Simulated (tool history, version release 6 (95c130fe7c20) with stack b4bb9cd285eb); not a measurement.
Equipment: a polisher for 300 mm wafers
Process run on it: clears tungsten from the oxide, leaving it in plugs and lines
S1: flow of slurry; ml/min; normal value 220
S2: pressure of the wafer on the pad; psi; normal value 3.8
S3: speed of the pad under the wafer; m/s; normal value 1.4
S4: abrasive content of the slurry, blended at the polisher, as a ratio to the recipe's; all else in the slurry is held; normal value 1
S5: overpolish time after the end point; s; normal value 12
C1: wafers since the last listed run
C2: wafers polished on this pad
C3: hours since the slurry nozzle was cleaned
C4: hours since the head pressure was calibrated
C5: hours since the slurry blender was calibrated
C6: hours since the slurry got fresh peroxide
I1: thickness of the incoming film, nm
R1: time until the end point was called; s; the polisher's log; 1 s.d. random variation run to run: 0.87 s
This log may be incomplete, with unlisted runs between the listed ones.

run 1 day=0 | S1=220 S2=4.2 S3=1.4 S4=1.1 S5=12 | C1=0 C2=476 C3=490.9 C4=252.6 C5=139.1 C6=125.6 | I1=389 | R1=43
-- day=1.767 slurry tank refilled with fresh slurry and peroxide
run 2 day=2.542 | S1=220 S2=3.8 S3=1.12 S4=1 S5=12 | C1=417 C2=894 C3=551.9 C4=313.6 C5=200.1 C6=18.6 | I1=392 | R1=57.1
-- day=3.008 worn pad replaced by a new one
run 3 day=5.225 | S1=220 S2=3.8 S3=1.12 S4=1 S5=12 | C1=420 C2=370 C3=616.3 C4=378 C5=264.5 C6=83 | I1=384.4 | R1=58.1
-- day=6.179 head pressure recalibrated
-- day=7.258 slurry tank refilled with fresh slurry and peroxide
-- day=7.496 slurry blender recalibrated
run 4 day=7.958 | S1=220 S2=3.8 S3=1.12 S4=1 S5=12 | C1=422 C2=792 C3=681.9 C4=42.7 C5=11.1 C6=16.8 | I1=388.8 | R1=59.1
-- day=10.321 worn pad replaced by a new one
run 5 day=10.854 | S1=220 S2=3.8 S3=1.4 S4=1 S5=12 | C1=456 C2=88 C3=751.4 C4=112.2 C5=80.6 C6=86.3 | I1=387.6 | R1=47.7
run 6 day=13.375 | S1=220 S2=3.8 S3=1.4 S4=1 S5=12 | C1=421 C2=510 C3=811.9 C4=172.7 C5=141.1 C6=146.8 | I1=394 | R1=47.3
-- day=14.383 slurry nozzle cleaned
-- day=14.517 slurry tank refilled with fresh slurry and peroxide
run 7 day=14.6 | S1=220 S2=3.8 S3=1.4 S4=1 S5=12 | C1=190 C2=701 C3=5.2 C4=202.1 C5=170.5 C6=2 | I1=390.4 | R1=46.1
run 8 day=16.646 | S1=195 S2=3.8 S3=1.4 S4=1 S5=12 | C1=341 C2=1043 C3=54.3 C4=251.2 C5=219.6 C6=51.1 | I1=399.1 | R1=47.6
-- day=17.508 worn pad replaced by a new one
run 9 day=19.512 | S1=220 S2=3.8 S3=1.8 S4=1 S5=12 | C1=451 C2=334 C3=123.1 C4=320 C5=288.4 C6=119.9 | I1=387.8 | R1=36.2
-- day=20.379 slurry tank refilled with fresh slurry and peroxide
-- day=20.738 head pressure recalibrated
-- day=21.875 slurry blender recalibrated
run 10 day=22.125 | S1=295 S2=5 S3=1.56 S4=1 S5=14 | C1=401 C2=736 C3=185.8 C4=33.3 C5=6 C6=41.9 | I1=392.5 | R1=33.1
-- day=24.279 worn pad replaced by a new one
run 11 day=25.108 | S1=220 S2=3.8 S3=1.1 S4=1 S5=17 | C1=470 C2=138 C3=257.4 C4=104.9 C5=77.6 C6=113.5 | I1=392.3 | R1=60.2
run 12 day=26.192 | S1=220 S2=3.8 S3=1.02 S4=1 S5=12 | C1=181 C2=319 C3=283.4 C4=130.9 C5=103.6 C6=139.5 | I1=381.1 | R1=60.7
-- day=26.871 slurry tank refilled with fresh slurry and peroxide
run 13 day=28.325 | S1=245 S2=3.8 S3=1.4 S4=1 S5=19 | C1=349 C2=669 C3=334.6 C4=182.1 C5=154.8 C6=34.9 | I1=383.2 | R1=45.3

For run 14, what comes out?
run 14 day=30.233 | S1=190 S2=3.8 S3=1.4 S4=1.3 S5=15 | C1=318 C2=988 C3=380.4 C4=227.9 C5=200.6 C6=80.7 | I1=393.1 | R1=?

{"run 14": {"R1": 45.8}}
The same run, on a tool lacking any hidden state, would have yielded R1 45.8 s.
